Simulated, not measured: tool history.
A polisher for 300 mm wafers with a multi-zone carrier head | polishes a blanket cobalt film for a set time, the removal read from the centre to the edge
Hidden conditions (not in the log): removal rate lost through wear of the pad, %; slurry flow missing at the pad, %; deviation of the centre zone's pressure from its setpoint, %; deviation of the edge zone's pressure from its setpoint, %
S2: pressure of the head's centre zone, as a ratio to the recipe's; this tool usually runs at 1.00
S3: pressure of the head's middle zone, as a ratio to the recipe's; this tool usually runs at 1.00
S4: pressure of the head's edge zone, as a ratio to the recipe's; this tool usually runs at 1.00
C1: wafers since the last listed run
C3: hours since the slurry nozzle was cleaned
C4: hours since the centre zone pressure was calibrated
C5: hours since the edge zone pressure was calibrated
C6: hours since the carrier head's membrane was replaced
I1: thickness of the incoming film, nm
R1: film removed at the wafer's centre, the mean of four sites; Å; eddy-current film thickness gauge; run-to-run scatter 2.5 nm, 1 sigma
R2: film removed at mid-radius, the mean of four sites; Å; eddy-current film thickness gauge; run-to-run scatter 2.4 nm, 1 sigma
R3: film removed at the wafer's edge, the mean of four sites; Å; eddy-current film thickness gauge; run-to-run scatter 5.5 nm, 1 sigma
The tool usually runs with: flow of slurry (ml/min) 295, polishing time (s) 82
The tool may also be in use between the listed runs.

Run 1, hour 0.0: usual settings; C1 0; wafers polished on this pad 3708; C3 354.1; C4 189.0; C5 972.5; C6 371.5; I1 1285.5. Result: R1 3629 Å, R2 3725 Å, R3 3752 Å.
At hour 74.5: worn pad replaced by a new one.
Run 2, hour 130.3: usual settings; C1 1330; wafers polished on this pad 587; C3 484.4; C4 319.3; C5 1102.8; C6 501.8; I1 1238.3. Result: R1 3720 Å, R2 3739 Å, R3 3707 Å.
At hour 214.4: carrier head's membrane replaced by a new one.
Run 3, hour 223.7: usual settings; C1 931; wafers polished on this pad 1518; C3 577.8; C4 412.7; C5 1196.2; C6 9.3; I1 1272.1. Result: R1 3660 Å, R2 3688 Å, R3 3752 Å.
At hour 251.6: centre zone pressure recalibrated.
At hour 275.4: slurry nozzle cleaned.
Run 4, hour 297.6: usual settings; C1 746; wafers polished on this pad 2265; C3 22.2; C4 46.0; C5 1270.1; C6 83.2; I1 1278.9. Result: R1 3650 Å, R2 3766 Å, R3 3815 Å.
Run 5, hour 392.0: usual settings; C1 994; wafers polished on this pad 3260; C3 116.6; C4 140.4; C5 1364.5; C6 177.6; I1 1235.7. Result: R1 3667 Å, R2 3718 Å, R3 3708 Å.
At hour 399.0: edge zone pressure recalibrated.
Run 6, hour 439.5: usual settings; C1 479; wafers polished on this pad 3739; C3 164.1; C4 187.9; C5 40.5; C6 225.1; I1 1262.2. Result: R1 3693 Å, R2 3720 Å, R3 3674 Å.
Run 7, hour 476.9: usual settings; C1 393; wafers polished on this pad 4133; C3 201.5; C4 225.3; C5 77.9; C6 262.5; I1 1241.3. Result: R1 3663 Å, R2 3732 Å, R3 3701 Å.
Run 8, hour 531.2: usual settings; C1 571; wafers polished on this pad 4705; C3 255.8; C4 279.6; C5 132.2; C6 316.8; I1 1271.9. Result: R1 3677 Å, R2 3752 Å, R3 3695 Å.
At hour 544.4: worn pad replaced by a new one.
Run 9, hour 623.3: usual settings but S3 1.03; C1 928; wafers polished on this pad 831; C3 347.9; C4 371.7; C5 224.3; C6 408.9; I1 1238.8. Result: R1 3689 Å, R2 3866 Å, R3 3660 Å.
At hour 661.1: carrier head's membrane replaced by a new one.
Run 10, hour 694.9: usual settings but flow of slurry (ml/min) 325, S3 0.89, S4 0.94, polishing time (s) 108; C1 701; wafers polished on this pad 1532; C3 419.5; C4 443.3; C5 295.9; C6 33.8; I1 1260.5. Result: R1 4840 Å, R2 4525 Å, R3 4950 Å.
At hour 732.2: centre zone pressure recalibrated.
Run 11, hour 782.4: usual settings but flow of slurry (ml/min) 360, S4 0.96, polishing time (s) 54; C1 900; wafers polished on this pad 2433; C3 507.0; C4 50.2; C5 383.4; C6 121.3; I1 1265.4. Result: R1 2459 Å, R2 2502 Å, R3 2448 Å.
Run 12, hour 831.8: usual settings but polishing time (s) 67; C1 520; wafers polished on this pad 2953; C3 556.4; C4 99.6; C5 432.8; C6 170.7; I1 1265.5. Result: R1 3003 Å, R2 3051 Å, R3 3030 Å.
Run 13, hour 938.9: usual settings but flow of slurry (ml/min) 325, S2 0.93, S3 0.89, polishing time (s) 96; C1 1128; wafers polished on this pad 4082; C3 663.5; C4 206.7; C5 539.9; C6 277.8; I1 1271.0. Result: R1 4108 Å, R2 3987 Å, R3 4403 Å.
Run 14, hour 984.5: usual settings but S2 0.95, S3 0.97; C1 480; wafers polished on this pad 4562; C3 709.1; C4 252.3; C5 585.5; C6 323.4; I1 1246.2. Result: R1 3499 Å, R2 3640 Å, R3 3849 Å.
At hour 1000.4: slurry nozzle cleaned.
At hour 1037.3: worn pad replaced by a new one.
Run 15, hour 1088.5: usual settings but flow of slurry (ml/min) 375, S2 0.97, S3 1.03, polishing time (s) 61; C1 1042; wafers polished on this pad 539; C3 88.1; C4 356.3; C5 689.5; C6 427.4; I1 1268.3. Result: R1 2726 Å, R2 2912 Å, R3 2846 Å.
At hour 1143.6: centre zone pressure recalibrated.
Run 16, hour 1191.1: usual settings; C1 1059; wafers polished on this pad 1599; C3 190.7; C4 47.5; C5 792.1; C6 530.0; I1 1246.2. Result: R1 3635 Å, R2 3738 Å, R3 3652 Å.
At hour 1228.6: carrier head's membrane replaced by a new one.
Run 17, hour 1231.0: usual settings but flow of slurry (ml/min) 350, S4 0.89, polishing time (s) 102; C1 367; wafers polished on this pad 1966; C3 230.6; C4 87.4; C5 832.0; C6 2.4; I1 1260.8. Result: R1 4610 Å, R2 4710 Å, R3 4625 Å.
Run 18, hour 1307.7: usual settings but flow of slurry (ml/min) 360, S2 1.06, S3 0.92, S4 1.04; C1 807; wafers polished on this pad 2774; C3 307.3; C4 164.1; C5 908.7; C6 79.1; I1 1265.0. Result: R1 3943 Å, R2 3584 Å, R3 3829 Å.
Run 19, hour 1383.6: usual settings but flow of slurry (ml/min) 265, S2 1.08, polishing time (s) 66; C1 799; wafers polished on this pad 3574; C3 383.2; C4 240.0; C5 984.6; C6 155.0; I1 1249.8. Result: R1 3126 Å, R2 2967 Å, R3 2995 Å.
Run 20, hour 1446.9: usual settings but polishing time (s) 59; C1 666; wafers polished on this pad 4241; C3 446.5; C4 303.3; C5 1047.9; C6 218.3; I1 1274.8. Result: R1 2665 Å, R2 2697 Å, R3 2698 Å.
At hour 1452.6: edge zone pressure recalibrated.
At hour 1482.6: worn pad replaced by a new one.
Run 21, hour 1545.7: usual settings but polishing time (s) 102; C1 977; wafers polished on this pad 664; C3 545.3; C4 402.1; C5 93.1; C6 317.1; I1 1289.3. Result: R1 4546 Å, R2 4646 Å, R3 4695 Å.
At hour 1598.2: slurry nozzle cleaned.
Run 22, hour 1598.7: usual settings but flow of slurry (ml/min) 325, S3 0.89, S4 0.94, polishing time (s) 108; C1 547; wafers polished on this pad 1212; C3 0.5; C4 455.1; C5 146.1; C6 370.1; I1 1259.4. Result: R1 4887 Å, R2 4509 Å, R3 4921 Å.

Hidden condition of the tool, last listed run before each entry between runs versus first listed run after:
Logged between run 1 and run 2: worn pad replaced by a new one (hour 74.5)
  nothing in the hidden state changes from one run to the other
Logged between run 2 and run 3: carrier head's membrane replaced by a new one (hour 214.4)
  nothing in the hidden state changes from one run to the other
Logged between run 3 and run 4: centre zone pressure recalibrated (hour 251.6); slurry nozzle cleaned (hour 275.4)
  nothing in the hidden state changes from one run to the other
Logged between run 5 and run 6: edge zone pressure recalibrated (hour 399.0)
  nothing in the hidden state changes from one run to the other
Logged between run 8 and run 9: worn pad replaced by a new one (hour 544.4)
  nothing in the hidden state changes from one run to the other
Logged between run 9 and run 10: carrier head's membrane replaced by a new one (hour 661.1)
  nothing in the hidden state changes from one run to the other
Logged between run 10 and run 11: centre zone pressure recalibrated (hour 732.2)
  nothing in the hidden state changes from one run to the other
Logged between run 14 and run 15: slurry nozzle cleaned (hour 1000.4); worn pad replaced by a new one (hour 1037.3)
  nothing in the hidden state changes from one run to the other
Logged between run 15 and run 16: centre zone pressure recalibrated (hour 1143.6)
  nothing in the hidden state changes from one run to the other
Logged between run 16 and run 17: carrier head's membrane replaced by a new one (hour 1228.6)
  nothing in the hidden state changes from one run to the other
Logged between run 20 and run 21: edge zone pressure recalibrated (hour 1452.6); worn pad replaced by a new one (hour 1482.6)
  nothing in the hidden state changes from one run to the other
Logged between run 21 and run 22: slurry nozzle cleaned (hour 1598.2)
  nothing in the hidden state changes from one run to the other
